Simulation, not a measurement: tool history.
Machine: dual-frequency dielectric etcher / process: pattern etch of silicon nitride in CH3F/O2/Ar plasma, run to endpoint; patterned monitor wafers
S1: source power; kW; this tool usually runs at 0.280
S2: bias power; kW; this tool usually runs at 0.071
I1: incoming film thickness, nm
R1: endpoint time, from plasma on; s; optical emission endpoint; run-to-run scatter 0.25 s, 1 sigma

run	hour	S1	S2	I1	R1
1	0.0	0.280	0.071	52.1	86.4
2	9.7	0.280	0.071	51.8	85.7
3	23.0	0.280	0.071	52.2	86.7
4	33.9	0.280	0.071	51.6	86.3
5	49.5	0.280	0.071	52.4	87.5
# hour 63.7: bias power generator calibrated
6	64.8	0.280	0.071	51.7	86.5
# hour 89.9: upper electrode replaced
7	90.4	0.280	0.071	52.2	87.2
8	90.7	0.280	0.071	51.7	86.4
# hour 95.3: source power generator calibrated
# hour 118.5: wet clean of the chamber
9	119.0	0.280	0.071	52.2	83.9
10	119.3	0.230	0.059	52.4	101.9
11	128.8	0.280	0.071	52.5	83.7
12	142.0	0.280	0.071	52.5	84.4
13	149.8	0.300	0.064	52.1	85.0

What does the tool deliver on the next run?
14	180.2	0.220	0.086	52.0	?

{"run 14": {"R1": 87.3}}
Were there no unlogged condition in the tool, this run, its random variation unchanged, would have produced R1 86.5 s.
